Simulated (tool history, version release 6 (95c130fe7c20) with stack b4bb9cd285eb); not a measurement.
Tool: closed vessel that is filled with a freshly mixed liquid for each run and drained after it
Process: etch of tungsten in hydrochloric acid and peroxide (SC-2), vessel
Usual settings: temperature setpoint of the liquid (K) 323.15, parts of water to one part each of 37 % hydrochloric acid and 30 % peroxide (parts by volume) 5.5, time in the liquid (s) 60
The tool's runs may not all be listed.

run    hour  temperature setpoint of the liquid (K)  parts of water to one part each of 37 % hydrochloric acid and 30 % peroxide (parts by volume)  time in the liquid (s)  read-back film thickness of the tungsten reference wafer, read on the same gauge (nm)  thickness taken off the tungsten on a monitor wafer (nm)
  1       0                                  323.15                                                                                            5.5                      60                                                                                 150.01                                                     23.94
  2    39.6                                  323.15                                                                                            5.5                      60                                                                                 150.01                                                     23.66
  3    92.9                                  323.15                                                                                            5.5                      60                                                                                 149.99                                                     23.66
  4   158.1                                  323.15                                                                                            5.5                      50                                                                                    150                                                     19.88
  5   192.2                                  323.15                                                                                            5.5                      50                                                                                 150.01                                                     19.86
  6   254.5                                  323.15                                                                                            5.5                      50                                                                                 150.01                                                     19.69
  7   317.1                                  329.15                                                                                              4                      60                                                                                    150                                                     44.21
  8   349.9                                  329.15                                                                                              4                      60                                                                                 150.01                                                     43.97
  9     413                                  323.15                                                                                            5.5                      60                                                                                    150                                                      23.7
 10   440.4                                  323.15                                                                                            5.5                      60                                                                                 150.01                                                     23.73
 11   470.3                                  323.15                                                                                            5.5                      60                                                                                 149.98                                                      23.8
 12   496.6                                  323.15                                                                                            7.5                      60                                                                                 150.01                                                     18.94
 13   558.5                                  325.65                                                                                              4                      60                                                                                 150.01                                                     35.23
 14   621.5                                  323.15                                                                                            5.5                      60                                                                                 149.99                                                     24.02
 15   666.7                                  329.65                                                                                              4                      60                                                                                 149.99                                                      45.4
 16     726                                  323.15                                                                                              8                      30                                                                                 149.99                                                      8.85
 17     757                                  327.65                                                                                              8                      75                                                                                 150.01                                                     30.11
 18   817.8                                  323.15                                                                                              8                      30                                                                                 150.01                                                      8.86
 19   851.9                                  314.65                                                                                              4                      60                                                                                    150                                                     16.58
 20   882.8                                  323.15                                                                                            5.5                      60                                                                                    150                                                      23.9
 21   952.1                                  332.15                                                                                              4                      60                                                                                    150                                                     53.56
 22  1005.8                                  323.15                                                                                              4                      95                                                                                 149.99                                                     47.46
 23    1037                                  332.65                                                                                              8                      90                                                                                 150.03                                                     50.16
 24  1084.4                                  323.15                                                                                            5.5                      60                                                                                    150                                                     23.99
 25  1124.8                                  319.15                                                                                              4                      40                                                                                    150                                                      15.1
 26  1158.6                                  323.15                                                                                              8                      60                                                                                 149.99                                                     17.75
 27  1206.7                                  318.65                                                                                              4                      85                                                                                 150.01                                                     30.95
 28  1244.6                                  314.15                                                                                              4                      90                                                                                 150.01                                                     24.15
 29    1300                                  323.15                                                                                            5.5                      60                                                                                 150.01                                                      23.7

Taken out of this log: 5 entries between the listed runs. Where each belongs, and how the hidden state differs across it:
Between runs 4 and 5: new drum of peroxide connected (hour 168.9)
  no hidden state differs between the two runs
Between runs 5 and 6: gauge calibrated (hour 236.1)
  no hidden state differs between the two runs
Between runs 9 and 10: thermometer replaced (hour 420.6)
  no hidden state differs between the two runs
Between runs 18 and 19: chemicals flow meter replaced (hour 833.2)
  no hidden state differs between the two runs
Between runs 25 and 26: new drum of peroxide connected (hour 1132.3)
  no hidden state differs between the two runs

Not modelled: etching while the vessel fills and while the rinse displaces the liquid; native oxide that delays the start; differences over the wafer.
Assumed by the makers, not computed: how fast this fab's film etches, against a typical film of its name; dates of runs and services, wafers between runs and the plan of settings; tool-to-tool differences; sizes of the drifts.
